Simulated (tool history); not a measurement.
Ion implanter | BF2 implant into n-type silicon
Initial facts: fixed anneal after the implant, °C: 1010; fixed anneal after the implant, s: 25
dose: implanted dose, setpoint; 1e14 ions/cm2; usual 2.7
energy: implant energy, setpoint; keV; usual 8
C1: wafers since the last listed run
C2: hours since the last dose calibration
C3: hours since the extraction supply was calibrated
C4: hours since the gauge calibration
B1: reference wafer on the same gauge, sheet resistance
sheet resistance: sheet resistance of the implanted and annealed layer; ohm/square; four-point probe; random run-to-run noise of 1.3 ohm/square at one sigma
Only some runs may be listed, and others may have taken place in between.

run 1 hour=0 | dose=2.53 energy=8 | C1=0 C2=460.7 C3=1742 C4=1492.9 | B1=450.08 | sheet_resistance=492.3
run 2 hour=37.9 | dose=3.33 energy=10 | C1=954 C2=498.6 C3=1779.9 C4=1530.8 | B1=450 | sheet_resistance=383.12
run 3 hour=195.5 | dose=3.33 energy=10 | C1=3969 C2=656.2 C3=1937.5 C4=1688.4 | B1=450.24 | sheet_resistance=383.55
run 4 hour=264.7 | dose=2.7 energy=8 | C1=1742 C2=725.4 C3=2006.7 C4=1757.6 | B1=450.33 | sheet_resistance=467
run 5 hour=332.8 | dose=2.7 energy=8 | C1=1715 C2=793.5 C3=2074.8 C4=1825.7 | B1=450.48 | sheet_resistance=468.69
run 6 hour=382.9 | dose=2.7 energy=8 | C1=1261 C2=843.6 C3=2124.9 C4=1875.8 | B1=450.35 | sheet_resistance=469.1
run 7 hour=409.9 | dose=2.92 energy=6.5 | C1=680 C2=870.6 C3=2151.9 C4=1902.8 | B1=450.68 | sheet_resistance=469.89
run 8 hour=441.9 | dose=2.92 energy=6.5 | C1=805 C2=902.6 C3=2183.9 C4=1934.8 | B1=450.63 | sheet_resistance=467.85
run 9 hour=476.3 | dose=2.92 energy=6.5 | C1=866 C2=937 C3=2218.3 C4=1969.2 | B1=450.76 | sheet_resistance=465.21
run 10 hour=520.3 | dose=2.7 energy=7 | C1=1108 C2=981 C3=2262.3 C4=2013.2 | B1=450.63 | sheet_resistance=483.73
run 11 hour=564.2 | dose=2.7 energy=7 | C1=1105 C2=1024.9 C3=2306.2 C4=2057.1 | B1=450.85 | sheet_resistance=483.32
run 12 hour=602.5 | dose=2.7 energy=7 | C1=964 C2=1063.2 C3=2344.5 C4=2095.4 | B1=450.79 | sheet_resistance=485.67
run 13 hour=672.4 | dose=2.08 energy=9 | C1=1760 C2=1133.1 C3=2414.4 C4=2165.3 | B1=450.95 | sheet_resistance=560.22
run 14 hour=739.9 | dose=2.08 energy=9 | C1=1700 C2=1200.6 C3=2481.9 C4=2232.8 | B1=450.81 | sheet_resistance=561.13
run 15 hour=765.2 | dose=2.4 energy=8 | C1=637 C2=1225.9 C3=2507.2 C4=2258.1 | B1=450.89 | sheet_resistance=512.42
run 16 hour=812 | dose=2.7 energy=8 | C1=1178 C2=1272.7 C3=2554 C4=2304.9 | B1=450.73 | sheet_resistance=470.02
run 17 hour=883.4 | dose=2.7 energy=8 | C1=1798 C2=1344.1 C3=2625.4 C4=2376.3 | B1=451.05 | sheet_resistance=468.73
run 18 hour=939.5 | dose=2.33 energy=6.5 | C1=1412 C2=1400.2 C3=2681.5 C4=2432.4 | B1=451.07 | sheet_resistance=551.52
-- hour=1027.1 extraction supply calibrated
run 19 hour=1110.3 | dose=2.91 energy=8 | C1=4100 C2=1571 C3=83.2 C4=2603.2 | B1=451.14 | sheet_resistance=443.28
run 20 hour=1179.7 | dose=2.97 energy=6 | C1=1747 C2=1640.4 C3=152.6 C4=2672.6 | B1=451.2 | sheet_resistance=474.44
run 21 hour=1232.9 | dose=2.7 energy=8 | C1=1339 C2=1693.6 C3=205.8 C4=2725.8 | B1=451.36 | sheet_resistance=468.72
-- hour=1268.9 gauge calibrated
-- hour=1410.8 Faraday cup replaced and dose calibrated
run 22 hour=1424.2 | dose=2.7 energy=8 | C1=4616 C2=13.4 C3=397.1 C4=155.3 | B1=443.04 | sheet_resistance=460.77
run 23 hour=1490.8 | dose=2.7 energy=8 | C1=1677 C2=80 C3=463.7 C4=221.9 | B1=443.44 | sheet_resistance=460.73
run 24 hour=1558.8 | dose=1.99 energy=8 | C1=1712 C2=148 C3=531.7 C4=289.9 | B1=443.65 | sheet_resistance=586.11
run 25 hour=1622.9 | dose=1.96 energy=5 | C1=1614 C2=212.1 C3=595.8 C4=354 | B1=444.43 | sheet_resistance=661.53
run 26 hour=1654.4 | dose=3.45 energy=9.5 | C1=793 C2=243.6 C3=627.3 C4=385.5 | B1=444.17 | sheet_resistance=374.18
run 27 hour=1682.2 | dose=2.7 energy=8 | C1=700 C2=271.4 C3=655.1 C4=413.3 | B1=444.68 | sheet_resistance=463.47
run 28 hour=1731.3 | dose=2.95 energy=9.5 | C1=1236 C2=320.5 C3=704.2 C4=462.4 | B1=444.99 | sheet_resistance=415.63
run 29 hour=1766.1 | dose=2.7 energy=8 | C1=876 C2=355.3 C3=739 C4=497.2 | B1=445.19 | sheet_resistance=461.02
run 30 hour=1836.2 | dose=3.28 energy=9.5 | C1=1765 C2=425.4 C3=809.1 C4=567.3 | B1=445.2 | sheet_resistance=387.69
run 31 hour=2028.1 | dose=3.3 energy=8 | C1=4833 C2=617.3 C3=1001 C4=759.2 | B1=446.59 | sheet_resistance=403.63
run 32 hour=2133.1 | dose=3.14 energy=8.5 | C1=2644 C2=722.3 C3=1106 C4=864.2 | B1=446.91 | sheet_resistance=409.99
run 33 hour=2176.1 | dose=2.7 energy=8 | C1=1083 C2=765.3 C3=1149 C4=907.2 | B1=447.03 | sheet_resistance=462
run 34 hour=2210.2 | dose=3.26 energy=8 | C1=858 C2=799.4 C3=1183.1 C4=941.3 | B1=447.01 | sheet_resistance=408.15
run 35 hour=2303.4 | dose=2.7 energy=9 | C1=2347 C2=892.6 C3=1276.3 C4=1034.5 | B1=447.41 | sheet_resistance=454.15

Hidden state at the last listed run before each entry between runs and at the first one after, where it differs:
Logged between run 18 and run 19: extraction supply calibrated (hour 1027.1)
  gauge reads high (%): 2.04 -> 2.06
  measured minus no-state result, sheet resistance: +11.04 -> +8.97 ohm/square
Logged between run 21 and run 22: gauge calibrated (hour 1268.9); Faraday cup replaced and dose calibrated (hour 1410.8)
  gauge reads high (%): 2.08 -> 0.188
  measured minus no-state result, sheet resistance: +9.54 -> +0.86 ohm/square

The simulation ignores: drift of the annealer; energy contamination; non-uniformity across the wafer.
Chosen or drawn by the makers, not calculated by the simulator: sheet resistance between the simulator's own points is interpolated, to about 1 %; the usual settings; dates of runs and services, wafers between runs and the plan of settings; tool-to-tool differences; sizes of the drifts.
